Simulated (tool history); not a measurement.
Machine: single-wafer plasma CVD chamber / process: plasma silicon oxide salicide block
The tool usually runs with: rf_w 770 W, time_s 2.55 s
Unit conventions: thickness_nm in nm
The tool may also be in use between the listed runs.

| run | hour | rf_w | time_s | read-back reference wafer on the same gauge, thickness_nm | thickness_nm |
|---|---|---|---|---|---|
| 1 | 0 | 770 | 2.55 | 30.694 | 27.661 |
| 2 | 68.5 | 770 | 2.18 | 30.68 | 23.807 |
| 3 | 106.6 | 770 | 2.18 | 30.698 | 23.71 |
| 4 | 160.8 | 770 | 2.18 | 30.675 | 23.576 |
| 5 | 373.7 | 835 | 2.93 | 30.735 | 32.397 |
| 6 | 430.1 | 835 | 2.93 | 30.664 | 32.167 |
| 7 | 490 | 835 | 2.93 | 30.719 | 32.383 |
| 8 | 547.2 | 770 | 2.55 | 30.696 | 27.604 |
| 9 | 573.9 | 770 | 2.55 | 30.727 | 27.513 |
| 10 | 622.4 | 770 | 2.55 | 30.688 | 27.393 |
| 11 | 658.4 | 770 | 2.55 | 30.762 | 27.291 |
| 12 | 715 | 770 | 2.55 | 30.69 | 27.45 |
| 13 | 742.7 | 770 | 2.55 | 30.737 | 27.392 |
| 14 | 798 | 715 | 2.55 | 30.712 | 26.76 |
| 15 | 855.3 | 715 | 2.55 | 30.759 | 26.848 |
| 16 | 892.8 | 770 | 2.89 | 30.714 | 31.377 |
| 17 | 924.8 | 770 | 2.89 | 30.698 | 31.231 |
| 18 | 950.7 | 770 | 2.55 | 30.71 | 27.231 |
| 19 | 992.7 | 770 | 2.55 | 30.653 | 27.519 |
| 20 | 1020.3 | 660 | 2.14 | 30.704 | 22.221 |
| 21 | 1089.2 | 660 | 2.14 | 30.637 | 21.9 |
| 22 | 1158.8 | 715 | 2.84 | 30.681 | 29.778 |
| 23 | 1222 | 915 | 2.55 | 30.677 | 28.561 |
|  | 1251.7 | showerhead replaced |
| 24 | 1289.4 | 635 | 2.71 | 30.707 | 27.35 |
| 25 | 1313.9 | 770 | 2.55 | 30.698 | 27.246 |
|  | 1376.3 | RF generator calibrated |
| 26 | 1378.8 | 910 | 2.4 | 30.715 | 27.557 |
| 27 | 1566.6 | 870 | 2.83 | 30.717 | 32.055 |
| 28 | 1638.4 | 770 | 2.25 | 30.719 | 24.556 |
|  | 1663.9 | gauge calibrated |
| 29 | 1697.6 | 680 | 2.99 | 30.755 | 31.5 |
| 30 | 1726.5 | 725 | 2.55 | 30.722 | 27.131 |
| 31 | 1760.7 | 860 | 2.98 | 30.694 | 33.396 |
| 32 | 1795.5 | 870 | 3.01 | 30.728 | 33.803 |
| 33 | 1846.8 | 675 | 2.87 | 30.693 | 29.895 |
| 34 | 1911.7 | 770 | 2.55 | 30.7 | 27.944 |
| 35 | 1945.9 | 825 | 2.9 | 30.726 | 32.196 |
| 36 | 2017 | 645 | 2.13 | 30.672 | 21.899 |
| 37 | 2221.2 | 690 | 2.55 | 30.705 | 26.805 |
| 38 | 2272.5 | 770 | 2.55 | 30.732 | 27.661 |

The same runs without the tool's hidden state, with the same run-to-run variation:
Hidden conditions of the tool in this case: delivered RF power above the setpoint (%); gauge reads high (%).
| run | thickness_nm |
|---|---|
| 1 | 27.874 |
| 2 | 24.008 |
| 3 | 23.918 |
| 4 | 23.797 |
| 5 | 32.773 |
| 6 | 32.56 |
| 7 | 32.799 |
| 8 | 27.976 |
| 9 | 27.891 |
| 10 | 27.783 |
| 11 | 27.691 |
| 12 | 27.869 |
| 13 | 27.818 |
| 14 | 27.192 |
| 15 | 27.298 |
| 16 | 31.916 |
| 17 | 31.778 |
| 18 | 27.716 |
| 19 | 28.021 |
| 20 | 22.633 |
| 21 | 22.323 |
| 22 | 30.376 |
| 23 | 29.155 |
| 24 | 27.939 |
| 25 | 27.84 |
| 26 | 27.567 |
| 27 | 32.128 |
| 28 | 24.63 |
| 29 | 31.614 |
| 30 | 27.237 |
| 31 | 33.538 |
| 32 | 33.959 |
| 33 | 30.05 |
| 34 | 28.107 |
| 35 | 32.395 |
| 36 | 22.05 |
| 37 | 27.048 |
| 38 | 27.926 |

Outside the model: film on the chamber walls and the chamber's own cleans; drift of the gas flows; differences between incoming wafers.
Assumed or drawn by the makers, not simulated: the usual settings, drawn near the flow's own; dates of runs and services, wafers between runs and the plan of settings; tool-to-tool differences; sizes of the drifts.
